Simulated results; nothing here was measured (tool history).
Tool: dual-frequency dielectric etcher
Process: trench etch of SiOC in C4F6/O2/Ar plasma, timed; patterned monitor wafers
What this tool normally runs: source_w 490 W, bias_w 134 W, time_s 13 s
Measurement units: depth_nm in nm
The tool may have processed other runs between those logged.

| run | hour | source_w | bias_w | time_s | read-back reference wafer on the same gauge, depth_nm | depth_nm |
|---|---|---|---|---|---|---|
| 1 | 0 | 460 | 134 | 13 | 23.73 | 27.4 |
| 2 | 34.5 | 460 | 134 | 13 | 23.7 | 27.49 |
| 3 | 46.9 | 460 | 134 | 13 | 23.69 | 27.67 |
| 4 | 80.5 | 490 | 134 | 13 | 23.73 | 27.68 |
| 5 | 99.9 | 490 | 134 | 13 | 23.72 | 28.06 |
| 6 | 129.4 | 490 | 134 | 13 | 23.69 | 27.75 |
| 7 | 179.3 | 490 | 134 | 13 | 23.65 | 28.69 |
| 8 | 187.8 | 490 | 134 | 13 | 23.72 | 29 |
| 9 | 221.8 | 520 | 104 | 11.5 | 23.71 | 24.62 |
| 10 | 237 | 490 | 134 | 13 | 23.66 | 28.47 |
| 11 | 272.3 | 490 | 134 | 13 | 23.67 | 28.53 |
| 12 | 303.7 | 490 | 101 | 15 | 23.72 | 31.31 |
| 13 | 337 | 490 | 134 | 15 | 23.71 | 32.85 |
| 14 | 400 | 610 | 101 | 13 | 23.71 | 28.88 |
| 15 | 424.7 | 570 | 124 | 16.5 | 23.66 | 36.67 |
| 16 | 456.5 | 490 | 123 | 13 | 23.64 | 27.55 |

Missing from the log above: 5 entries noted between runs. For each, name the pair of listed runs it sits between and say how the tool's hidden condition differs from the listed run just before to the listed run just after:
In the gap between runs 6 and 7: upper electrode replaced (hour 164.6); gauge calibrated (hour 176.2); wet clean of the chamber (hour 178.8)
  etch rate over this chamber's usual, %: -2.78 -> 0.679
  difference, measured minus the result without the unlogged condition, depth_nm: -0.79 -> +0.19 nm
In the gap between runs 8 and 9: bias power generator calibrated (hour 216.7)
  etch rate over this chamber's usual, %: 0.605 -> 0.307
  difference, measured minus the result without the unlogged condition, depth_nm: +0.18 -> +0.08 nm
In the gap between runs 10 and 11: source power generator calibrated (hour 256.6)
  etch rate over this chamber's usual, %: 0.174 -> -0.135
  difference, measured minus the result without the unlogged condition, depth_nm: +0.05 -> -0.03 nm
